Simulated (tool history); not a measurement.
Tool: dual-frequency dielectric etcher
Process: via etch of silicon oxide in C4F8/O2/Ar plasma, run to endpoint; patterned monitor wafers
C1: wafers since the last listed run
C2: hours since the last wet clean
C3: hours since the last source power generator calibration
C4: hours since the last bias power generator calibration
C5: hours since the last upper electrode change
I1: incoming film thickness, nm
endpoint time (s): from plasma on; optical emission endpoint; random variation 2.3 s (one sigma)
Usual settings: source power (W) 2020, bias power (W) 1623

{"run": 1, "hour": 0.0, "source power (W)": 2020, "bias power (W)": 1623, "C1": 0, "C2": 106.1, "C3": 1276.4, "C4": 1800.6, "C5": 4187.5, "I1": 2015.6, "endpoint time (s)": 418.3}
{"run": 2, "hour": 55.0, "source power (W)": 2020, "bias power (W)": 1623, "C1": 312, "C2": 161.1, "C3": 1331.4, "C4": 1855.6, "C5": 4242.5, "I1": 2014.4, "endpoint time (s)": 419.4}
{"run": 3, "hour": 110.3, "source power (W)": 2020, "bias power (W)": 1623, "C1": 314, "C2": 216.4, "C3": 1386.7, "C4": 1910.9, "C5": 4297.8, "I1": 2015.2, "endpoint time (s)": 423.4}
{"run": 4, "hour": 143.9, "source power (W)": 2020, "bias power (W)": 1623, "C1": 190, "C2": 250, "C3": 1420.3, "C4": 1944.5, "C5": 4331.4, "I1": 2011.8, "endpoint time (s)": 417.6}
{"run": 5, "hour": 182.1, "source power (W)": 2020, "bias power (W)": 1623, "C1": 217, "C2": 288.2, "C3": 1458.5, "C4": 1982.7, "C5": 4369.6, "I1": 2012.9, "endpoint time (s)": 419.4}
{"run": 6, "hour": 280.2, "source power (W)": 2020, "bias power (W)": 1623, "C1": 557, "C2": 386.3, "C3": 1556.6, "C4": 2080.8, "C5": 4467.7, "I1": 2028.4, "endpoint time (s)": 428.6}
{"run": 7, "hour": 324.6, "source power (W)": 2020, "bias power (W)": 1623, "C1": 252, "C2": 430.7, "C3": 1601, "C4": 2125.2, "C5": 4512.1, "I1": 1994.9, "endpoint time (s)": 422.1}
{"run": 8, "hour": 383.0, "source power (W)": 2020, "bias power (W)": 1623, "C1": 331, "C2": 489.1, "C3": 1659.4, "C4": 2183.6, "C5": 4570.5, "I1": 2026.8, "endpoint time (s)": 431.6}
{"hour": 451.5, "done": "wet clean of the chamber"}
{"run": 9, "hour": 454.2, "source power (W)": 2020, "bias power (W)": 1623, "C1": 268, "C2": 2.7, "C3": 1730.6, "C4": 2254.8, "C5": 4641.7, "I1": 2001.5, "endpoint time (s)": 412.1}
{"run": 10, "hour": 493.7, "source power (W)": 2020, "bias power (W)": 1623, "C1": 224, "C2": 42.2, "C3": 1770.1, "C4": 2294.3, "C5": 4681.2, "I1": 2017, "endpoint time (s)": 419.9}
{"run": 11, "hour": 563.5, "source power (W)": 2020, "bias power (W)": 1623, "C1": 396, "C2": 112, "C3": 1839.9, "C4": 2364.1, "C5": 4751, "I1": 1995, "endpoint time (s)": 418}
{"run": 12, "hour": 616.4, "source power (W)": 2020, "bias power (W)": 1761, "C1": 300, "C2": 164.9, "C3": 1892.8, "C4": 2417, "C5": 4803.9, "I1": 2023.5, "endpoint time (s)": 415.7}
{"run": 13, "hour": 641.5, "source power (W)": 2020, "bias power (W)": 1761, "C1": 142, "C2": 190, "C3": 1917.9, "C4": 2442.1, "C5": 4829, "I1": 2005.6, "endpoint time (s)": 414.3}
{"hour": 657.5, "done": "bias power generator calibrated"}
{"run": 14, "hour": 697.5, "source power (W)": 2020, "bias power (W)": 1623, "C1": 295, "C2": 246, "C3": 1973.9, "C4": 40, "C5": 4885, "I1": 2013.9, "endpoint time (s)": 425.1}
{"hour": 752.5, "done": "source power generator calibrated"}
{"run": 15, "hour": 761.2, "source power (W)": 1580, "bias power (W)": 1317, "C1": 339, "C2": 309.7, "C3": 8.7, "C4": 103.7, "C5": 4948.7, "I1": 2010.9, "endpoint time (s)": 487.4}
{"hour": 894.5, "done": "upper electrode replaced"}
{"run": 16, "hour": 905.5, "source power (W)": 2440, "bias power (W)": 1921, "C1": 683, "C2": 454, "C3": 153, "C4": 248, "C5": 11, "I1": 2030.7, "endpoint time (s)": 389.3}
{"run": 17, "hour": 956.6, "source power (W)": 1800, "bias power (W)": 1854, "C1": 290, "C2": 505.1, "C3": 204.1, "C4": 299.1, "C5": 62.1, "I1": 2023.6, "endpoint time (s)": 436.3}
{"run": 18, "hour": 998.4, "source power (W)": 2020, "bias power (W)": 1623, "C1": 237, "C2": 546.9, "C3": 245.9, "C4": 340.9, "C5": 103.9, "I1": 2031.3, "endpoint time (s)": 436.3}
{"run": 19, "hour": 1023.9, "source power (W)": 1790, "bias power (W)": 1623, "C1": 144, "C2": 572.4, "C3": 271.4, "C4": 366.4, "C5": 129.4, "I1": 2022.4, "endpoint time (s)": 455}
{"run": 20, "hour": 1054.9, "source power (W)": 1820, "bias power (W)": 1840, "C1": 176, "C2": 603.4, "C3": 302.4, "C4": 397.4, "C5": 160.4, "I1": 2000.4, "endpoint time (s)": 431.7}
{"run": 21, "hour": 1086.3, "source power (W)": 2480, "bias power (W)": 2001, "C1": 178, "C2": 634.8, "C3": 333.8, "C4": 428.8, "C5": 191.8, "I1": 2029, "endpoint time (s)": 387.6}
{"hour": 1126.4, "done": "wet clean of the chamber"}
{"run": 22, "hour": 1126.9, "source power (W)": 2020, "bias power (W)": 1623, "C1": 94, "C2": 0.5, "C3": 374.4, "C4": 469.4, "C5": 232.4, "I1": 2001.2, "endpoint time (s)": 422.6}
{"run": 23, "hour": 1199.3, "source power (W)": 1780, "bias power (W)": 1919, "C1": 411, "C2": 72.9, "C3": 446.8, "C4": 541.8, "C5": 304.8, "I1": 2004.6, "endpoint time (s)": 417}
{"run": 24, "hour": 1249.0, "source power (W)": 2020, "bias power (W)": 1623, "C1": 282, "C2": 122.6, "C3": 496.5, "C4": 591.5, "C5": 354.5, "I1": 2005.1, "endpoint time (s)": 418.8}
{"run": 25, "hour": 1277.5, "source power (W)": 2280, "bias power (W)": 1228, "C1": 161, "C2": 151.1, "C3": 525, "C4": 620, "C5": 383, "I1": 2019.8, "endpoint time (s)": 442}
{"run": 26, "hour": 1306.6, "source power (W)": 1800, "bias power (W)": 1623, "C1": 165, "C2": 180.2, "C3": 554.1, "C4": 649.1, "C5": 412.1, "I1": 2019.6, "endpoint time (s)": 443.8}
{"run": 27, "hour": 1354.9, "source power (W)": 2020, "bias power (W)": 1623, "C1": 274, "C2": 228.5, "C3": 602.4, "C4": 697.4, "C5": 460.4, "I1": 2000.1, "endpoint time (s)": 424.2}
{"run": 28, "hour": 1391.9, "source power (W)": 2020, "bias power (W)": 1623, "C1": 210, "C2": 265.5, "C3": 639.4, "C4": 734.4, "C5": 497.4, "I1": 2003.2, "endpoint time (s)": 422}
{"run": 29, "hour": 1429.1, "source power (W)": 2190, "bias power (W)": 1476, "C1": 211, "C2": 302.7, "C3": 676.6, "C4": 771.6, "C5": 534.6, "I1": 2004.7, "endpoint time (s)": 421.3}

What the log doesn't show, run by run:
source power that arrives over what is set, %: 0 in every run
bias power that arrives over what is set, %: 0 in every run
H1: etch rate over this chamber's usual, %
run=1 H1=0.215
run=2 H1=-0.154
run=3 H1=-0.526
run=4 H1=-0.751
run=5 H1=-1.01
run=6 H1=-1.67
run=7 H1=-1.96
run=8 H1=-2.36
run=9 H1=-0.285
run=10 H1=-0.55
run=11 H1=-1.02
run=12 H1=-1.37
run=13 H1=-1.54
run=14 H1=-1.92
run=15 H1=-2.35
run=16 H1=-3.32
run=17 H1=-3.66
run=18 H1=-3.94
run=19 H1=-4.11
run=20 H1=-4.32
run=21 H1=-4.53
run=22 H1=-0.311
run=23 H1=-0.797
run=24 H1=-1.13
run=25 H1=-1.32
run=26 H1=-1.52
run=27 H1=-1.84
run=28 H1=-2.09
run=29 H1=-2.34
